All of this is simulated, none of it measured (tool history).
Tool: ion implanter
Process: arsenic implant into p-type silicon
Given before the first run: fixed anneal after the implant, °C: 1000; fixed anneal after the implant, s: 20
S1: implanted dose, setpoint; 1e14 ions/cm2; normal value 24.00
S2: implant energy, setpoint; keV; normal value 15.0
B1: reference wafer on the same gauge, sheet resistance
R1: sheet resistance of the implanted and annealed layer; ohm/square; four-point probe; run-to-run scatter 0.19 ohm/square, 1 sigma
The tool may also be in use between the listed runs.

run,hour,S1,S2,B1,R1
1,0.0,24.00,15.0,135.02,126.98
2,15.4,24.00,15.0,136.85,128.35
3,29.5,28.88,15.0,136.78,125.57
4,45.7,28.88,15.0,136.88,125.46
5,55.1,21.16,11.5,136.89,139.54
6,66.4,24.00,13.0,136.78,133.31
7,80.0,24.00,13.0,136.76,133.30
8,89.6,24.00,13.0,136.74,133.24
9,105.5,24.00,15.0,136.72,128.41
10,118.6,24.00,15.0,136.67,128.41
11,135.4,24.00,15.0,136.58,128.17
12,141.4,24.00,15.0,136.63,128.03
13,148.0,24.00,15.0,136.54,127.92
14,154.9,24.00,15.0,136.51,128.42
15,169.4,24.00,15.0,136.45,128.50
16,177.6,24.00,15.0,136.36,127.92
17,194.0,24.00,15.0,136.33,128.30
18,207.8,24.00,15.0,136.28,127.80
19,223.9,28.01,10.0,136.15,136.99
20,241.3,31.05,15.0,136.12,123.64
21,248.0,24.00,15.0,136.09,127.63
22,265.5,20.75,15.0,135.94,130.62
23,285.5,24.00,15.0,135.88,127.74
24,310.6,28.76,17.0,135.57,120.10
25,317.3,21.53,15.0,135.58,129.09
26,324.2,30.84,12.0,135.57,130.15
27,334.6,29.03,18.5,135.34,116.08
28,344.7,18.85,16.5,135.36,128.29
29,358.7,19.50,12.0,137.13,139.70
30,366.4,24.00,15.0,137.22,129.10
31,377.8,29.03,10.0,137.17,137.31
32,405.1,19.69,12.0,137.12,140.07
33,413.1,24.00,13.0,137.01,133.39
34,420.5,24.00,12.0,137.16,135.86
35,456.0,28.14,12.0,136.94,133.03
36,470.1,29.99,13.5,137.01,128.56

Not shown: 4 entries that the log had between the listed runs. Between which runs, and how does the tool's hidden state differ before and after?
Run 1 -> run 2: gauge calibrated (hour 2.7)
  gauge reads high (%): -1.45 -> -0.13
  what was measured, less what the result would be without the hidden state, R1: -1.86 -> -0.17 ohm/square
Run 14 -> run 15: extraction supply calibrated (hour 163.1)
  gauge reads high (%): -0.346 -> -0.39
  what was measured, less what the result would be without the hidden state, R1: -0.45 -> -0.50 ohm/square
Run 22 -> run 23: Faraday cup replaced and dose calibrated (hour 285.0)
  gauge reads high (%): -0.777 -> -0.88
  what was measured, less what the result would be without the hidden state, R1: -1.02 -> -1.14 ohm/square
Run 28 -> run 29: gauge calibrated (hour 356.9)
  gauge reads high (%): -1.23 -> 0.0977
  what was measured, less what the result would be without the hidden state, R1: -1.59 -> +0.13 ohm/square

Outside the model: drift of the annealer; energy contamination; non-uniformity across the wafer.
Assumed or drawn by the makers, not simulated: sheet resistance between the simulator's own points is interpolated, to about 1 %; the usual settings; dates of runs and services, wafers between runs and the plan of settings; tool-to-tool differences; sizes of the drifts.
